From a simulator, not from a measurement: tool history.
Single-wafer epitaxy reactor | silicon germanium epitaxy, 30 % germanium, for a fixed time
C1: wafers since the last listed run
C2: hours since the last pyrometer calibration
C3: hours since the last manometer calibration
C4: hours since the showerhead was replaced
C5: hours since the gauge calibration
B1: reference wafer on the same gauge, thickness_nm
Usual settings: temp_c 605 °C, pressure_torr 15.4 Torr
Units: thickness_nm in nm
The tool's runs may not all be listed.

{"run": 1, "hour": 0.0, "temp_c": 605, "pressure_torr": 15.4, "C1": 0, "C2": 2675.2, "C3": 1858.3, "C4": 3731, "C5": 4.4, "B1": 46.936, "thickness_nm": 51.109}
{"run": 2, "hour": 10.9, "temp_c": 605, "pressure_torr": 16.2, "C1": 273, "C2": 2686.1, "C3": 1869.2, "C4": 3741.9, "C5": 15.3, "B1": 46.924, "thickness_nm": 52.087}
{"run": 3, "hour": 23.1, "temp_c": 605, "pressure_torr": 16.2, "C1": 305, "C2": 2698.3, "C3": 1881.4, "C4": 3754.1, "C5": 27.5, "B1": 46.884, "thickness_nm": 52.297}
{"run": 4, "hour": 37.2, "temp_c": 605, "pressure_torr": 12.5, "C1": 353, "C2": 2712.4, "C3": 1895.5, "C4": 3768.2, "C5": 41.6, "B1": 46.927, "thickness_nm": 46.94}
{"run": 5, "hour": 48.9, "temp_c": 605, "pressure_torr": 15.4, "C1": 293, "C2": 2724.1, "C3": 1907.2, "C4": 3779.9, "C5": 53.3, "B1": 46.849, "thickness_nm": 51.148}
{"run": 6, "hour": 57.8, "temp_c": 605, "pressure_torr": 15.4, "C1": 222, "C2": 2733, "C3": 1916.1, "C4": 3788.8, "C5": 62.2, "B1": 46.903, "thickness_nm": 51.204}
{"run": 7, "hour": 72.9, "temp_c": 605, "pressure_torr": 15.4, "C1": 378, "C2": 2748.1, "C3": 1931.2, "C4": 3803.9, "C5": 77.3, "B1": 46.861, "thickness_nm": 51.038}
{"run": 8, "hour": 87.9, "temp_c": 597, "pressure_torr": 16.5, "C1": 375, "C2": 2763.1, "C3": 1946.2, "C4": 3818.9, "C5": 92.3, "B1": 46.909, "thickness_nm": 46.284}
{"hour": 101.2, "done": "pyrometer calibrated"}
{"run": 9, "hour": 101.7, "temp_c": 597, "pressure_torr": 16.5, "C1": 145, "C2": 0.5, "C3": 1960, "C4": 3832.7, "C5": 106.1, "B1": 46.871, "thickness_nm": 51.333}
{"run": 10, "hour": 112.5, "temp_c": 597, "pressure_torr": 16.5, "C1": 270, "C2": 11.3, "C3": 1970.8, "C4": 3843.5, "C5": 116.9, "B1": 46.957, "thickness_nm": 51.177}
{"run": 11, "hour": 121.6, "temp_c": 605, "pressure_torr": 15.4, "C1": 227, "C2": 20.4, "C3": 1979.9, "C4": 3852.6, "C5": 126, "B1": 46.918, "thickness_nm": 56.446}
{"run": 12, "hour": 133.8, "temp_c": 605, "pressure_torr": 15.4, "C1": 305, "C2": 32.6, "C3": 1992.1, "C4": 3864.8, "C5": 138.2, "B1": 46.911, "thickness_nm": 56.365}
{"run": 13, "hour": 149.4, "temp_c": 605, "pressure_torr": 15.4, "C1": 390, "C2": 48.2, "C3": 2007.7, "C4": 3880.4, "C5": 153.8, "B1": 46.934, "thickness_nm": 56.078}

The next listed run, before its measurement:
{"run": 14, "hour": 166.7, "temp_c": 613, "pressure_torr": 18.5, "C1": 433, "C2": 65.5, "C3": 2025, "C4": 3897.7, "C5": 171.1, "B1": "?", "thickness_nm": "?"}

Run 14 gave B1 46.845, thickness_nm 68.506 nm.
Without the tool's hidden state the same run would have given thickness_nm 68.118 nm.
